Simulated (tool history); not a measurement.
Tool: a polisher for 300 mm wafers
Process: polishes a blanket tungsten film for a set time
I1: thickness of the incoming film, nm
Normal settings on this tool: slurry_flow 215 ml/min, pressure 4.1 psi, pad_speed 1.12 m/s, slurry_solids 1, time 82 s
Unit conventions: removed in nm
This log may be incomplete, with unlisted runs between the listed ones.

{"run": 1, "hour": 0.0, "slurry_flow": 215, "pressure": 4.1, "pad_speed": 1.24, "slurry_solids": 1, "time": 82, "I1": 1353.2, "removed": 487.3}
{"run": 2, "hour": 32.9, "slurry_flow": 215, "pressure": 4.1, "pad_speed": 1.12, "slurry_solids": 1, "time": 100, "I1": 1359.2, "removed": 510.3}
{"run": 3, "hour": 55.9, "slurry_flow": 215, "pressure": 4.1, "pad_speed": 1.12, "slurry_solids": 1, "time": 100, "I1": 1360.4, "removed": 505.4}
{"hour": 71.2, "done": "worn pad replaced by a new one"}
{"run": 4, "hour": 73.2, "slurry_flow": 215, "pressure": 4.1, "pad_speed": 1.12, "slurry_solids": 1, "time": 100, "I1": 1360.8, "removed": 563.7}
{"run": 5, "hour": 108.8, "slurry_flow": 215, "pressure": 5.3, "pad_speed": 0.98, "slurry_solids": 1, "time": 82, "I1": 1358.3, "removed": 514.7}
{"run": 6, "hour": 137.5, "slurry_flow": 215, "pressure": 4.1, "pad_speed": 1.12, "slurry_solids": 1, "time": 82, "I1": 1371.3, "removed": 457.2}
{"run": 7, "hour": 186.1, "slurry_flow": 215, "pressure": 4.1, "pad_speed": 1.12, "slurry_solids": 0.85, "time": 73, "I1": 1366.4, "removed": 373.5}
{"hour": 197.4, "done": "slurry tank refilled with fresh slurry and peroxide"}
{"run": 8, "hour": 199.1, "slurry_flow": 215, "pressure": 4.1, "pad_speed": 1.4, "slurry_solids": 1, "time": 103, "I1": 1337.2, "removed": 748.2}
{"hour": 217.2, "done": "slurry blender recalibrated"}
{"run": 9, "hour": 217.7, "slurry_flow": 215, "pressure": 4.1, "pad_speed": 1.12, "slurry_solids": 1, "time": 82, "I1": 1365.7, "removed": 468}
{"run": 10, "hour": 239.0, "slurry_flow": 215, "pressure": 4.1, "pad_speed": 1, "slurry_solids": 1, "time": 101, "I1": 1338.1, "removed": 516.2}
{"run": 11, "hour": 265.9, "slurry_flow": 285, "pressure": 4.1, "pad_speed": 1.12, "slurry_solids": 1, "time": 82, "I1": 1346.4, "removed": 471.4}
{"run": 12, "hour": 279.1, "slurry_flow": 215, "pressure": 4.1, "pad_speed": 1.4, "slurry_solids": 1, "time": 103, "I1": 1352.1, "removed": 681.1}
{"run": 13, "hour": 295.2, "slurry_flow": 215, "pressure": 4.1, "pad_speed": 1.52, "slurry_solids": 1.3, "time": 82, "I1": 1364.1, "removed": 623}
{"hour": 303.8, "done": "worn pad replaced by a new one"}
{"run": 14, "hour": 337.7, "slurry_flow": 215, "pressure": 3.1, "pad_speed": 1.44, "slurry_solids": 1.3, "time": 82, "I1": 1360.2, "removed": 520.2}
{"hour": 357.9, "done": "head pressure recalibrated"}
{"run": 15, "hour": 361.3, "slurry_flow": 275, "pressure": 4.1, "pad_speed": 1.12, "slurry_solids": 1.2, "time": 82, "I1": 1349.4, "removed": 512.5}
{"run": 16, "hour": 388.6, "slurry_flow": 280, "pressure": 5.2, "pad_speed": 0.88, "slurry_solids": 1.3, "time": 82, "I1": 1361.3, "removed": 514.7}
{"run": 17, "hour": 419.2, "slurry_flow": 215, "pressure": 3.1, "pad_speed": 1.12, "slurry_solids": 0.9, "time": 82, "I1": 1335.1, "removed": 346.2}
{"hour": 433.6, "done": "slurry nozzle cleaned"}
{"hour": 487.3, "done": "slurry tank refilled with fresh slurry and peroxide"}
{"run": 18, "hour": 489.9, "slurry_flow": 270, "pressure": 4.1, "pad_speed": 1.12, "slurry_solids": 0.7, "time": 82, "I1": 1343.4, "removed": 427.9}
{"run": 19, "hour": 513.6, "slurry_flow": 215, "pressure": 4.1, "pad_speed": 1.12, "slurry_solids": 1, "time": 82, "I1": 1349.9, "removed": 463.4}
{"run": 20, "hour": 530.0, "slurry_flow": 140, "pressure": 4.1, "pad_speed": 1.12, "slurry_solids": 1, "time": 82, "I1": 1345.3, "removed": 425.3}
{"hour": 532.9, "done": "slurry blender recalibrated"}
{"hour": 559.2, "done": "worn pad replaced by a new one"}
{"run": 21, "hour": 561.9, "slurry_flow": 215, "pressure": 4.1, "pad_speed": 1.12, "slurry_solids": 1, "time": 82, "I1": 1365, "removed": 491.2}
{"run": 22, "hour": 595.3, "slurry_flow": 215, "pressure": 4.1, "pad_speed": 0.8, "slurry_solids": 1.2, "time": 58, "I1": 1335.1, "removed": 267.9}
{"run": 23, "hour": 618.2, "slurry_flow": 215, "pressure": 5.4, "pad_speed": 1.28, "slurry_solids": 1, "time": 90, "I1": 1350, "removed": 757.3}
{"hour": 680.8, "done": "head pressure recalibrated"}
{"run": 24, "hour": 723.1, "slurry_flow": 185, "pressure": 4.1, "pad_speed": 1.42, "slurry_solids": 1.25, "time": 95, "I1": 1362.5, "removed": 655.3}
{"hour": 745.8, "done": "slurry tank refilled with fresh slurry and peroxide"}
{"run": 25, "hour": 751.3, "slurry_flow": 215, "pressure": 4.1, "pad_speed": 1.12, "slurry_solids": 1, "time": 100, "I1": 1360.3, "removed": 561.5}
{"hour": 780.2, "done": "slurry blender recalibrated"}
{"run": 26, "hour": 780.7, "slurry_flow": 215, "pressure": 4.1, "pad_speed": 1.12, "slurry_solids": 1, "time": 82, "I1": 1347.2, "removed": 456.4}

Measured result minus the same run's result without the hidden state. Both carry the same run-to-run variation, though not necessarily the same gauge scatter:
Hidden state present: removal rate lost through wear of the pad, %; slurry flow missing at the pad, %; deviation of the head's pressure from its setpoint, %; abrasive missing from the slurry, %; peroxide lost from the slurry, %.
run=1 removed=-69.6
run=2 removed=-93.7
run=3 removed=-110.5
run=4 removed=-33.5
run=5 removed=-38.6
run=6 removed=-43.2
run=7 removed=-54.1
run=8 removed=-38.6
run=9 removed=-28.9
run=10 removed=-39.6
run=11 removed=-47.3
run=12 removed=-77.9
run=13 removed=-83.1
run=14 removed=-16.8
run=15 removed=-23.7
run=16 removed=-34.8
run=17 removed=-34.5
run=18 removed=-32.2
run=19 removed=-44
run=20 removed=-47.3
run=21 removed=-9.1
run=22 removed=-7.7
run=23 removed=-30.6
run=24 removed=-96.4
run=25 removed=-46.4
run=26 removed=-49.8

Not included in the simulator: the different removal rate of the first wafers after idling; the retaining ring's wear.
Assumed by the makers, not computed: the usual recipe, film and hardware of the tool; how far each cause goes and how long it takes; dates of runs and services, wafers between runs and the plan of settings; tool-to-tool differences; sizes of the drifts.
